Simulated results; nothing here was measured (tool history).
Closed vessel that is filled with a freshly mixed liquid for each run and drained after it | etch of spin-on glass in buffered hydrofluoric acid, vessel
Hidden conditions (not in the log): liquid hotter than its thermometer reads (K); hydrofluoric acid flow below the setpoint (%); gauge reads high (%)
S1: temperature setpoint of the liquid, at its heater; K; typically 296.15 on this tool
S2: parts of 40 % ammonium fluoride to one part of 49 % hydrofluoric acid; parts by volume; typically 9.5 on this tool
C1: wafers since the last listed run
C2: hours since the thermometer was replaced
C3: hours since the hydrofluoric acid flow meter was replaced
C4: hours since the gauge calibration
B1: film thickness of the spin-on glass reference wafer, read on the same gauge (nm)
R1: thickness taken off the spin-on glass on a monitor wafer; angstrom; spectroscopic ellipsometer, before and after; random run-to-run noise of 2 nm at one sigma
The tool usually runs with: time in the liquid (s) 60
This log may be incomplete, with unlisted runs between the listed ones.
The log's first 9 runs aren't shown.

Run 10, hour 470.2: usual settings; C1 4283; C2 284.5; C3 902.6; C4 1743.4; B1 90.02. Result: R1 2327.8 angstrom.
Run 11, hour 530.1: usual settings but S1 298.15 K, S2 7.5 parts by volume, time in the liquid (s) 35; C1 5553; C2 344.4; C3 962.5; C4 1803.3; B1 89.98. Result: R1 1858.4 angstrom.
At hour 544.6: hydrofluoric acid flow meter replaced.
Run 12, hour 592.2: usual settings; C1 5664; C2 406.5; C3 47.6; C4 1865.4; B1 90.02. Result: R1 2387.3 angstrom.
Run 13, hour 628.2: usual settings but S1 293.65 K, S2 6.0 parts by volume, time in the liquid (s) 35; C1 3337; C2 442.5; C3 83.6; C4 1901.4; B1 90.01. Result: R1 1871.2 angstrom.
Run 14, hour 663.5: usual settings but S1 294.65 K, S2 6.5 parts by volume; C1 3272; C2 477.8; C3 118.9; C4 1936.7; B1 89.97. Result: R1 3201.1 angstrom.
Run 15, hour 717.6: usual settings; C1 5015; C2 531.9; C3 173.0; C4 1990.8; B1 89.98. Result: R1 2362.3 angstrom.
At hour 732.2: gauge calibrated.
At hour 755.9: thermometer replaced.
Run 16, hour 757.1: usual settings but time in the liquid (s) 90; C1 3569; C2 1.2; C3 212.5; C4 24.9; B1 90.00. Result: R1 3633.4 angstrom.
Run 17, hour 807.1: usual settings but S1 293.65 K; C1 4635; C2 51.2; C3 262.5; C4 74.9; B1 89.96. Result: R1 2068.5 angstrom.
Run 18, hour 842.1: usual settings; C1 3244; C2 86.2; C3 297.5; C4 109.9; B1 90.01. Result: R1 2362.8 angstrom.
Run 19, hour 870.7: usual settings; C1 2651; C2 114.8; C3 326.1; C4 138.5; B1 89.99. Result: R1 2375.5 angstrom.
Run 20, hour 910.2: usual settings but S1 291.65 K, S2 13.0 parts by volume, time in the liquid (s) 90; C1 3662; C2 154.3; C3 365.6; C4 178.0; B1 90.04. Result: R1 2033.2 angstrom.
Run 21, hour 954.9: usual settings but S1 294.65 K; C1 4144; C2 199.0; C3 410.3; C4 222.7; B1 90.00. Result: R1 2174.8 angstrom.
Run 22, hour 1019.1: usual settings but S1 292.65 K, S2 7.0 parts by volume, time in the liquid (s) 80; C1 5951; C2 263.2; C3 474.5; C4 286.9; B1 90.03. Result: R1 3449.1 angstrom.
Run 23, hour 1117.7: usual settings; C1 9141; C2 361.8; C3 573.1; C4 385.5; B1 89.98. Result: R1 2338.1 angstrom.
Run 24, hour 1148.5: usual settings but S2 10.5 parts by volume; C1 2855; C2 392.6; C3 603.9; C4 416.3; B1 90.00. Result: R1 2129.8 angstrom.
Run 25, hour 1174.6: usual settings but S1 297.65 K, time in the liquid (s) 85; C1 2419; C2 418.7; C3 630.0; C4 442.4; B1 89.97. Result: R1 3661.7 angstrom.
Run 26, hour 1246.0: usual settings; C1 6619; C2 490.1; C3 701.4; C4 513.8; B1 90.01. Result: R1 2340.1 angstrom.
Run 27, hour 1289.3: usual settings but S1 293.65 K, S2 11.0 parts by volume, time in the liquid (s) 40; C1 4014; C2 533.4; C3 744.7; C4 557.1; B1 89.95. Result: R1 1183.4 angstrom.
At hour 1309.8: thermometer replaced.
Run 28, hour 1349.5: usual settings; C1 5488; C2 39.7; C3 804.9; C4 617.3; B1 89.95. Result: R1 2299.5 angstrom.
Run 29, hour 1389.1: usual settings but S2 5.5 parts by volume, time in the liquid (s) 70; C1 3671; C2 79.3; C3 844.5; C4 656.9; B1 89.98. Result: R1 4467.9 angstrom.
Run 30, hour 1443.3: usual settings but S1 297.65 K, S2 12.5 parts by volume; C1 5024; C2 133.5; C3 898.7; C4 711.1; B1 90.00. Result: R1 1950.2 angstrom.
Run 31, hour 1474.5: usual settings but S1 300.65 K, S2 10.5 parts by volume; C1 2892; C2 164.7; C3 929.9; C4 742.3; B1 89.97. Result: R1 2657.2 angstrom.

Run 32, settings as shown, results not yet in. Your forecast:
Run 32, hour 1544.0: usual settings; C1 6443; C2 234.2; C3 999.4; C4 811.8; B1 ?. Result: R1 ?.

B1: 90.02
R1: 2291.6 angstrom
Take away the tool's hidden state, keep the run-to-run variation as it was, and the same run would have given R1 2377.6 angstrom.

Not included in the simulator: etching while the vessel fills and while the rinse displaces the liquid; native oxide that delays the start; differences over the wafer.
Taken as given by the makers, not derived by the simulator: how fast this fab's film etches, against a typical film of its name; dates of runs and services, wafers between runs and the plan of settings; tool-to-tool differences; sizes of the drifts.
